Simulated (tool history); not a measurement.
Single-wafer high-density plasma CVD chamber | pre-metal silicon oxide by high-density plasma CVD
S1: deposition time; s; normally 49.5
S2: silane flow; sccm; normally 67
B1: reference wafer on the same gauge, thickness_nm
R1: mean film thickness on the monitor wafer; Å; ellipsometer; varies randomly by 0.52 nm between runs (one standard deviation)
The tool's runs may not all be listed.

| run | hour | S1 | S2 | B1 | R1 |
|---|---|---|---|---|---|
| 1 | 0 | 49.5 | 67 | 338.222 | 3665.09 |
| 2 | 8.9 | 56.2 | 67 | 338.154 | 4162.8 |
| 3 | 18.3 | 56.2 | 67 | 337.996 | 4154.58 |
| 4 | 33.6 | 56.2 | 67 | 337.83 | 4157.5 |
| 5 | 44.3 | 49.5 | 67 | 338.059 | 3656.15 |
| 6 | 60 | 49.5 | 73 | 338.046 | 3957.62 |
| 7 | 76.6 | 49.5 | 58 | 337.91 | 3219.71 |
| 8 | 84.4 | 49.5 | 58 | 338.08 | 3214.48 |
| 9 | 99.8 | 49.5 | 58 | 337.919 | 3214.05 |
| 10 | 116.1 | 49.5 | 67 | 338.001 | 3655.97 |
| 11 | 122.6 | 49.5 | 67 | 338.006 | 3666 |
| 12 | 139.6 | 42.5 | 67 | 338.081 | 3153.43 |
| 13 | 154.3 | 42.5 | 67 | 337.868 | 3145.73 |
| 14 | 166.9 | 49.5 | 67 | 338.068 | 3665.25 |
| 15 | 175.2 | 49.5 | 67 | 337.971 | 3659.24 |
| 16 | 185.9 | 49.5 | 67 | 337.87 | 3673.33 |
| 17 | 194.2 | 49.5 | 67 | 338.095 | 3670.49 |
| 18 | 209.9 | 49.5 | 67 | 337.789 | 3660.13 |
| 19 | 219.5 | 49.5 | 67 | 338.079 | 3663.29 |
| 20 | 226.7 | 49.5 | 67 | 337.971 | 3674.57 |
| 21 | 238.9 | 44.1 | 67 | 337.917 | 3270.25 |
|  | 239.6 | gauge calibrated |
| 22 | 253.8 | 49.5 | 80 | 338.182 | 4312.1 |
| 23 | 265.7 | 46.7 | 79 | 337.951 | 4037.36 |
| 24 | 283.6 | 59 | 79 | 338.066 | 5079.68 |
| 25 | 295.9 | 41.2 | 67 | 338.052 | 3058.98 |
|  | 339.5 | silane flow controller replaced |
| 26 | 341.7 | 49.5 | 67 | 338.075 | 3501.2 |
| 27 | 359.3 | 45.2 | 54 | 337.935 | 2635.28 |
| 28 | 367.6 | 41.7 | 76 | 337.974 | 3296.32 |
| 29 | 378.6 | 55.3 | 67 | 337.993 | 3902.25 |
| 30 | 394.1 | 58.2 | 61 | 338.107 | 3791.53 |
| 31 | 404.8 | 49.5 | 67 | 337.918 | 3493.92 |
| 32 | 412 | 56.3 | 74 | 337.991 | 4342.71 |
| 33 | 418.5 | 56.8 | 62 | 338.192 | 3735.27 |
| 34 | 466 | 58.4 | 71 | 337.937 | 4359.74 |
| 35 | 478 | 49.5 | 67 | 337.987 | 3498.12 |
| 36 | 484.1 | 49.5 | 67 | 337.871 | 3515.85 |
| 37 | 501.1 | 49.5 | 67 | 338.03 | 3497.93 |

The same runs without the tool's hidden state, with the same run-to-run variation:
The tool's hidden condition here consists of: delivered silane flow above the setpoint (%); gauge reads high (%).
| run | R1 |
|---|---|
| 1 | 3504.73 |
| 2 | 3980.23 |
| 3 | 3971.93 |
| 4 | 3974 |
| 5 | 3494.34 |
| 6 | 3781.76 |
| 7 | 3076.03 |
| 8 | 3070.75 |
| 9 | 3069.78 |
| 10 | 3491.18 |
| 11 | 3500.49 |
| 12 | 3010.46 |
| 13 | 3002.58 |
| 14 | 3497.94 |
| 15 | 3491.86 |
| 16 | 3504.87 |
| 17 | 3501.8 |
| 18 | 3491.27 |
| 19 | 3493.89 |
| 20 | 3504.35 |
| 21 | 3118.3 |
| 22 | 4111.02 |
| 23 | 3848.56 |
| 24 | 4841.1 |
| 25 | 2914.89 |
| 26 | 3502.61 |
| 27 | 2635.77 |
| 28 | 3296.59 |
| 29 | 3902.03 |
| 30 | 3790.59 |
| 31 | 3492.59 |
| 32 | 4340.67 |
| 33 | 3733.21 |
| 34 | 4354.77 |
| 35 | 3493.61 |
| 36 | 3511.05 |
| 37 | 3492.41 |

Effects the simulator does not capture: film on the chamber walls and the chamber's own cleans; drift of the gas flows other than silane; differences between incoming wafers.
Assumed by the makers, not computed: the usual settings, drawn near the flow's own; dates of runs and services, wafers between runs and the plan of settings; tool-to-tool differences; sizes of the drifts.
